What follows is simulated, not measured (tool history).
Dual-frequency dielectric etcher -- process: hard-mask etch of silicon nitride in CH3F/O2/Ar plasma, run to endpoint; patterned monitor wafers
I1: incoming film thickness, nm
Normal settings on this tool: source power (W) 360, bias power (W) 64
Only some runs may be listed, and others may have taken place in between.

{"run": 1, "hour": 0.0, "source power (W)": 360, "bias power (W)": 64, "I1": 42.71, "endpoint time (s)": 59.8}
{"run": 2, "hour": 46.6, "source power (W)": 360, "bias power (W)": 64, "I1": 42.33, "endpoint time (s)": 59.1}
{"run": 3, "hour": 112.1, "source power (W)": 360, "bias power (W)": 64, "I1": 42.44, "endpoint time (s)": 60.2}
{"run": 4, "hour": 156.0, "source power (W)": 360, "bias power (W)": 64, "I1": 42.53, "endpoint time (s)": 60.0}
{"run": 5, "hour": 246.6, "source power (W)": 360, "bias power (W)": 64, "I1": 42.64, "endpoint time (s)": 60.2}
{"run": 6, "hour": 314.4, "source power (W)": 360, "bias power (W)": 64, "I1": 43.02, "endpoint time (s)": 62.2}
{"run": 7, "hour": 372.3, "source power (W)": 360, "bias power (W)": 64, "I1": 42.48, "endpoint time (s)": 60.9}
{"hour": 421.5, "done": "source power generator calibrated"}
{"run": 8, "hour": 469.4, "source power (W)": 360, "bias power (W)": 70, "I1": 42.86, "endpoint time (s)": 60.5}
{"hour": 507.8, "done": "wet clean of the chamber"}
{"run": 9, "hour": 511.4, "source power (W)": 360, "bias power (W)": 78, "I1": 42.29, "endpoint time (s)": 55.8}
{"hour": 570.1, "done": "bias power generator calibrated"}
{"run": 10, "hour": 603.7, "source power (W)": 360, "bias power (W)": 64, "I1": 42.77, "endpoint time (s)": 60.5}
{"run": 11, "hour": 676.2, "source power (W)": 290, "bias power (W)": 54, "I1": 42.46, "endpoint time (s)": 66.8}
{"run": 12, "hour": 721.0, "source power (W)": 360, "bias power (W)": 64, "I1": 43.08, "endpoint time (s)": 60.4}
{"run": 13, "hour": 789.0, "source power (W)": 440, "bias power (W)": 49, "I1": 42.89, "endpoint time (s)": 59.1}
{"hour": 836.2, "done": "upper electrode replaced"}
{"run": 14, "hour": 1066.9, "source power (W)": 290, "bias power (W)": 53, "I1": 42.74, "endpoint time (s)": 69.0}

Selected run-to-run steps in endpoint time (s), each split into two signed amounts: the part the tool would show with no hidden state at all (from settings, incoming material and random variation), and the remainder, which goes to the hidden state together with any gauge scatter not common to the measured and the hidden-state-free results:
The hidden state here: etch rate over this chamber's usual, %; source power that arrives over what is set, %; bias power that arrives over what is set, %.
Run 8 -> 9: bias power (W) 70 -> 78, wet clean of the chamber. endpoint time (s) -4.7: hidden state -2.4, all else -2.3.
Run 13 -> 14: source power (W) 440 -> 290, bias power (W) 49 -> 53, upper electrode replaced. endpoint time (s) +9.9: hidden state +1.4, all else +8.5.
